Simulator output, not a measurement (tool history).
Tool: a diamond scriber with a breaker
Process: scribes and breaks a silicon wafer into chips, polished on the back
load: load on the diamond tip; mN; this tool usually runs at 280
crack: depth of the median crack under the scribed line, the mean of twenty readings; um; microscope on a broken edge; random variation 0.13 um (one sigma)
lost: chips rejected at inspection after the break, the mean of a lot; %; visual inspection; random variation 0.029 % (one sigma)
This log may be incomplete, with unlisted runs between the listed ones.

run,hour,load,wafers since the last listed run,hours since the diamond tip was replaced,hours since the load on the tip was calibrated,"incoming depth of the damage left on the back of the incoming wafer, um",crack,lost
1,0.0,256,0,302.6,799.4,0.03,10.04,0.96
2,29.8,256,101,332.4,829.2,0.02,9.94,1.09
3,68.2,256,131,370.8,867.6,0.03,9.65,1.04
# hour 91.7: diamond tip replaced by a new one
4,114.5,280,151,22.8,913.9,0.04,10.90,0.81
5,167.9,280,182,76.2,967.3,0.02,11.02,0.71
6,229.3,280,209,137.6,1028.7,0.02,10.77,0.77
7,264.1,280,118,172.4,1063.5,0.04,10.66,0.77
8,313.9,335,169,222.2,1113.3,0.03,11.45,1.61
9,346.0,335,109,254.3,1145.4,0.04,11.72,1.48
10,375.6,280,101,283.9,1175.0,0.03,10.43,0.74
11,445.9,280,239,354.2,1245.3,0.04,10.55,0.75
12,486.0,280,136,394.3,1285.4,0.04,10.47,0.76
13,551.7,280,224,460.0,1351.1,0.02,10.74,0.79
# hour 578.3: diamond tip replaced by a new one
14,584.4,280,104,6.1,1383.8,0.04,10.86,0.90
15,609.6,337,86,31.3,1409.0,0.04,12.05,2.30
16,654.4,337,152,76.1,1453.8,0.03,12.02,2.33
# hour 681.6: load on the tip recalibrated
17,685.7,246,100,107.4,4.1,0.02,9.97,1.34
18,710.2,246,83,131.9,28.6,0.05,9.85,1.40
19,763.2,255,180,184.9,81.6,0.04,10.08,1.21
20,814.3,246,174,236.0,132.7,0.02,9.44,1.46
21,846.8,308,110,268.5,165.2,0.02,10.87,0.74
22,901.1,225,185,322.8,219.5,0.02,9.29,2.40
23,965.8,328,220,387.5,284.2,0.05,11.07,0.80
24,1014.0,322,164,435.7,332.4,0.04,10.87,0.78
25,1072.5,205,199,494.2,390.9,0.01,8.70,4.37
# hour 1078.9: diamond tip replaced by a new one
26,1104.4,211,102,25.5,422.8,0.03,9.22,2.27
27,1141.4,237,126,62.5,459.8,0.02,9.76,1.16
28,1201.9,223,206,123.0,520.3,0.05,9.46,1.86
29,1238.8,363,125,159.9,557.2,0.02,11.99,1.93
30,1273.3,313,117,194.4,591.7,0.05,10.97,0.87
31,1314.1,309,139,235.2,632.5,0.04,10.96,0.85
32,1349.4,280,120,270.5,667.8,0.05,10.36,0.77

Estimate the outcome of run 33 from the log above:
33,1382.6,280,113,303.7,701.0,0.03,?,?

{"run 33": {"crack": 10.67, "lost": 0.76}}
With no hidden state in the tool, this same run would have given crack 10.91 um, lost 0.72 %.
